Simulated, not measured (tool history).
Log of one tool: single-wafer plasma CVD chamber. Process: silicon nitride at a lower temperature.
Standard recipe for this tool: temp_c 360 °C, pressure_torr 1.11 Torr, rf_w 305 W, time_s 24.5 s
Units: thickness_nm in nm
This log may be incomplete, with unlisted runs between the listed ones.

run,hour,temp_c,pressure_torr,rf_w,time_s,wafers since the last listed run,hours since the last thermocouple change,hours since the last RF generator calibration,hours since the last manometer calibration,hours since the showerhead was replaced,hours since the gauge calibration,"read-back reference wafer on the same gauge, thickness_nm",thickness_nm
1,0.0,360,1.11,305,24.5,0,1364.4,1703.8,2512.8,5775.8,264.1,28.827,27.613
2,31.7,360,1.11,305,24.5,752,1396.1,1735.5,2544.5,5807.5,295.8,28.804,27.457
3,58.6,360,1.11,305,24.5,638,1423.0,1762.4,2571.4,5834.4,322.7,28.789,27.512
4,92.1,352,1.24,305,24.5,795,1456.5,1795.9,2604.9,5867.9,356.2,28.741,27.764
5,126.8,352,1.24,305,24.5,823,1491.2,1830.6,2639.6,5902.6,390.9,28.777,27.929
6,147.3,360,0.96,305,24.5,486,1511.7,1851.1,2660.1,5923.1,411.4,28.803,26.697
7,175.0,360,1.11,305,24.5,657,1539.4,1878.8,2687.8,5950.8,439.1,28.808,27.597
8,196.3,360,1.11,305,24.5,505,1560.7,1900.1,2709.1,5972.1,460.4,28.810,27.323
9,210.3,360,1.11,305,24.5,332,1574.7,1914.1,2723.1,5986.1,474.4,28.804,27.318
# hour 224.8: thermocouple changed; heater temperature recalibrated
10,226.8,360,1.11,335,26.9,201,2.0,1930.6,2739.6,6002.6,490.9,28.773,32.207
# hour 263.7: capacitance manometer re-zeroed and calibrated
11,264.2,360,1.34,305,23.1,697,39.4,1968.0,0.5,6040.0,528.3,28.786,26.605
12,289.6,360,1.11,250,21.1,602,64.8,1993.4,25.9,6065.4,553.7,28.821,20.570
13,310.5,367,1.27,305,24.5,496,85.7,2014.3,46.8,6086.3,574.6,28.809,28.018
# hour 319.1: showerhead replaced
14,327.6,367,1.11,355,24.5,216,102.8,2031.4,63.9,8.5,591.7,28.821,30.277
15,340.2,360,0.91,330,29.1,299,115.4,2044.0,76.5,21.1,604.3,28.796,33.029
16,365.8,360,1.11,250,21.1,607,141.0,2069.6,102.1,46.7,629.9,28.799,20.681
# hour 392.0: RF generator calibrated
# hour 392.0: gauge calibrated
17,395.1,360,1.11,265,24.5,505,170.3,3.1,131.4,76.0,3.1,28.805,24.779
18,425.7,360,1.11,305,24.5,726,200.9,33.7,162.0,106.6,33.7,28.817,27.301
19,460.8,360,1.11,305,24.5,833,236.0,68.8,197.1,141.7,68.8,28.788,27.490
20,493.8,360,1.11,305,24.5,783,269.0,101.8,230.1,174.7,101.8,28.774,27.370
21,596.0,355,1.11,305,21.1,2426,371.2,204.0,332.3,276.9,204.0,28.822,23.730

Take each entry between the runs: how does the hidden state at the last listed run before it differ from the hidden state at the first listed run after it?
Runs 9 to 10: thermocouple changed; heater temperature recalibrated (hour 224.8)
  no difference in the tool's unlogged condition between these two runs
Runs 10 to 11: capacitance manometer re-zeroed and calibrated (hour 263.7)
  no difference in the tool's unlogged condition between these two runs
Runs 13 to 14: showerhead replaced (hour 319.1)
  no difference in the tool's unlogged condition between these two runs
Runs 16 to 17: RF generator calibrated (hour 392.0); gauge calibrated (hour 392.0)
  no difference in the tool's unlogged condition between these two runs
